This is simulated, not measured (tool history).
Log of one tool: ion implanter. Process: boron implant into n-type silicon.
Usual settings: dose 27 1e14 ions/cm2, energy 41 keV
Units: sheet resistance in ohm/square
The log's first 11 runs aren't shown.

| run | day | dose | energy | wafers since the last listed run | hours since the last dose calibration | hours since the extraction supply was calibrated | hours since the gauge calibration | read-back reference wafer on the same gauge, sheet resistance | sheet resistance |
|---|---|---|---|---|---|---|---|---|---|
| 12 | 34.508 | 27 | 35.5 | 1608 | 342.9 | 1499.8 | 1938.6 | 64.17 | 61.02 |
| 13 | 37.554 | 27 | 35.5 | 1569 | 416 | 1572.9 | 2011.7 | 64.21 | 60.98 |
| 14 | 40.942 | 25.23 | 45.5 | 1745 | 497.3 | 1654.2 | 2093 | 64.24 | 61.59 |
| 15 | 43.125 | 25.23 | 45.5 | 1125 | 549.7 | 1706.6 | 2145.4 | 64.2 | 61.58 |
|  | 45.679 | gauge calibrated |
|  | 46.754 | Faraday cup replaced and dose calibrated |
| 16 | 46.775 | 27 | 41 | 1709 | 0.5 | 1794.2 | 26.3 | 64.18 | 58.67 |
| 17 | 59.371 | 34.13 | 37.5 | 6490 | 302.8 | 2096.5 | 328.6 | 64.15 | 53.76 |
| 18 | 61.467 | 27 | 41 | 1079 | 353.1 | 2146.8 | 378.9 | 64.21 | 59.97 |
| 19 | 64.254 | 27 | 41 | 1436 | 420 | 2213.7 | 445.8 | 64.22 | 60.36 |
|  | 64.633 | extraction supply calibrated |
| 20 | 68.558 | 35 | 47 | 2046 | 523.3 | 94.2 | 549.1 | 64.17 | 50.93 |
| 21 | 72.825 | 30.01 | 55 | 2198 | 625.7 | 196.6 | 651.5 | 64.21 | 54.5 |
|  | 75.717 | Faraday cup replaced and dose calibrated |
| 22 | 76.775 | 34.57 | 28.5 | 1863 | 25.4 | 291.4 | 746.3 | 64.22 | 57.35 |
| 23 | 80.15 | 33.2 | 41 | 1739 | 106.4 | 372.4 | 827.3 | 64.23 | 52.98 |
| 24 | 81.95 | 22.03 | 41 | 927 | 149.6 | 415.6 | 870.5 | 64.16 | 66.99 |
| 25 | 83.879 | 27 | 41 | 994 | 195.9 | 461.9 | 916.8 | 64.16 | 59.7 |
| 26 | 86.662 | 27 | 51.5 | 1434 | 262.7 | 528.7 | 983.6 | 64.22 | 58.12 |
| 27 | 88.367 | 27 | 41 | 878 | 303.6 | 569.6 | 1024.5 | 64.22 | 59.84 |
| 28 | 90.979 | 27 | 41 | 1346 | 366.3 | 632.3 | 1087.2 | 64.22 | 59.85 |
| 29 | 93.021 | 27 | 33.5 | 1052 | 415.3 | 681.3 | 1136.2 | 64.25 | 62.1 |
| 30 | 97.604 | 21.45 | 52 | 2361 | 525.3 | 791.3 | 1246.2 | 64.22 | 68.04 |
|  | 99.333 | Faraday cup replaced and dose calibrated |
| 31 | 101.388 | 31.88 | 41 | 1777 | 49.3 | 882.1 | 1337 | 64.2 | 53.84 |
| 32 | 108.321 | 19.34 | 49 | 3572 | 215.7 | 1048.5 | 1503.4 | 64.24 | 73.11 |
| 33 | 110.412 | 27 | 41 | 1077 | 265.9 | 1098.7 | 1553.6 | 64.18 | 59.93 |
| 34 | 114.825 | 31.24 | 41 | 2273 | 371.8 | 1204.6 | 1659.5 | 64.28 | 55.5 |
| 35 | 117.6 | 27 | 47.5 | 1429 | 438.4 | 1271.2 | 1726.1 | 64.24 | 59.02 |
| 36 | 121.346 | 22.03 | 28.5 | 1930 | 528.3 | 1361.1 | 1816 | 64.19 | 71.62 |

Forecast each of these 5 alternatives for the next run:
| A | 121.362 | 30.04 | 41 | 8 | 528.7 | 1361.5 | 1816.4 | ? | ? |
| B | 121.362 | 19.29 | 51 | 8 | 528.7 | 1361.5 | 1816.4 | ? | ? |
| C | 121.362 | 22.13 | 52.5 | 8 | 528.7 | 1361.5 | 1816.4 | ? | ? |
| D | 121.362 | 29.6 | 27 | 8 | 528.7 | 1361.5 | 1816.4 | ? | ? |
| E | 121.362 | 31.95 | 41 | 8 | 528.7 | 1361.5 | 1816.4 | ? | ? |

| run | read-back reference wafer on the same gauge, sheet resistance | sheet resistance |
|---|---|---|
| A | 64.22 | 56.91 |
| B | 64.22 | 73.85 |
| C | 64.22 | 67.09 |
| D | 64.22 | 62.99 |
| E | 64.22 | 55.06 |
Without the tool's hidden state the same runs would have given:
| run | sheet resistance |
|---|---|
| A | 55.3 |
| B | 71.16 |
| C | 64.72 |
| D | 61.67 |
| E | 53.56 |
